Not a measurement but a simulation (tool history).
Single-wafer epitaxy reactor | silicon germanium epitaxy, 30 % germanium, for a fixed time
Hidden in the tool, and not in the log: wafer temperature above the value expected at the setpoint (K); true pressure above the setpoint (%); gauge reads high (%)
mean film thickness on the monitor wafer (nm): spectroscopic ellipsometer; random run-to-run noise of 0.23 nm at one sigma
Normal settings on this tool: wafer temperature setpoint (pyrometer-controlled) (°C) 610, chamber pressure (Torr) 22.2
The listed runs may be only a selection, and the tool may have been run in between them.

run	hour	wafer temperature setpoint (pyrometer-controlled) (°C)	chamber pressure (Torr)	wafers since the last listed run	hours since the last pyrometer calibration	hours since the last manometer calibration	hours since the showerhead was replaced	hours since the gauge calibration	read-back reference wafer on the same gauge, thickness_nm	mean film thickness on the monitor wafer (nm)
1	0	610	22.2	0	1655.2	1527.2	2324	434.7	82.386	70.374
2	31.1	599	22.2	515	1686.3	1558.3	2355.1	465.8	82.445	58.765
3	44.9	599	22.2	228	1700.1	1572.1	2368.9	479.6	82.351	58.465
4	69.1	599	22.2	400	1724.3	1596.3	2393.1	503.8	82.413	58.733
5	92.1	610	23.5	381	1747.3	1619.3	2416.1	526.8	82.252	71.501
6	174	610	22.2	1357	1829.2	1701.2	2498	608.7	82.466	70.516
7	205.6	610	22.2	523	1860.8	1732.8	2529.6	640.3	82.538	70.402
# hour 215.3: gauge calibrated
8	240.2	610	22.2	573	1895.4	1767.4	2564.2	24.9	82.486	70.144
9	268.7	610	25.6	472	1923.9	1795.9	2592.7	53.4	82.462	72.69
10	283.6	610	22.2	246	1938.8	1810.8	2607.6	68.3	82.38	70.031
11	302.3	610	22.2	309	1957.5	1829.5	2626.3	87	82.393	70.225
12	334.9	610	22.2	540	1990.1	1862.1	2658.9	119.6	82.369	70.491
13	360.2	610	22.2	419	2015.4	1887.4	2684.2	144.9	82.37	70.317
# hour 371.5: capacitance manometer re-zeroed and calibrated
14	390.7	610	22.2	372	2045.9	19.2	2714.7	175.4	82.417	70.438
15	409.5	610	24.6	311	2064.7	38	2733.5	194.2	82.432	71.864
16	423.8	610	22.2	236	2079	52.3	2747.8	208.5	82.393	70.33
17	445.1	598	24.2	352	2100.3	73.6	2769.1	229.8	82.338	58.782
# hour 467.2: pyrometer calibrated
18	478.5	603	25.3	420	11.3	107	2802.5	263.2	82.489	67.637
19	510.2	618	16.7	525	43	138.7	2834.2	294.9	82.363	79.371
20	535.8	614	26.8	424	68.6	164.3	2859.8	320.5	82.453	81.793
21	560.4	620	26.5	407	93.2	188.9	2884.4	345.1	82.344	89.982
22	583.8	605	24.6	387	116.6	212.3	2907.8	368.5	82.4	68.689
23	613.1	599	17.4	485	145.9	241.6	2937.1	397.8	82.501	57.848
24	647.9	610	27.4	576	180.7	276.4	2971.9	432.6	82.322	76.929
25	677.7	621	24.8	493	210.5	306.2	3001.7	462.4	82.382	89.615
# hour 703.5: showerhead replaced
26	709.1	610	16.8	387	241.9	337.6	5.6	493.8	82.447	68.652
27	727.4	610	22.2	303	260.2	355.9	23.9	512.1	82.302	72.784
28	739.9	610	19.4	207	272.7	368.4	36.4	524.6	82.32	70.967
29	753.3	610	22.2	222	286.1	381.8	49.8	538	82.493	72.725
30	765.9	603	22.2	208	298.7	394.4	62.4	550.6	82.393	64.832
31	795.6	595	17.3	492	328.4	424.1	92.1	580.3	82.458	53.371
# hour 803.2: gauge calibrated
32	825.3	610	22.2	492	358.1	453.8	121.8	22.1	82.407	72.526
33	855.7	610	23.5	503	388.5	484.2	152.2	52.5	82.356	73.316
34	919.9	610	26.6	1063	452.7	548.4	216.4	116.7	82.412	75.55

Describe how what the log doesn't record of the tool's condition differs between the last listed run preceding each entry between runs and the first listed run following it.
From run 7 to run 8: gauge calibrated (hour 215.3)
  wafer temperature above the value expected at the setpoint (K): -2.53 -> -2.54
  measured minus no-state result, mean film thickness on the monitor wafer (nm): -3.016 -> -3.018
From run 13 to run 14: capacitance manometer re-zeroed and calibrated (hour 371.5)
  wafer temperature above the value expected at the setpoint (K): -2.57 -> -2.58
  measured minus no-state result, mean film thickness on the monitor wafer (nm): -3.064 -> -3.079
From run 17 to run 18: pyrometer calibrated (hour 467.2)
  wafer temperature above the value expected at the setpoint (K): -2.59 -> 0.353
  measured minus no-state result, mean film thickness on the monitor wafer (nm): -2.65 -> +0.399
From run 25 to run 26: showerhead replaced (hour 703.5)
  wafer temperature above the value expected at the setpoint (K): -0.429 -> -0.533
  measured minus no-state result, mean film thickness on the monitor wafer (nm): -0.624 -> -0.608
From run 31 to run 32: gauge calibrated (hour 803.2)
  wafer temperature above the value expected at the setpoint (K): -0.796 -> -0.879
  measured minus no-state result, mean film thickness on the monitor wafer (nm): -0.731 -> -1.063
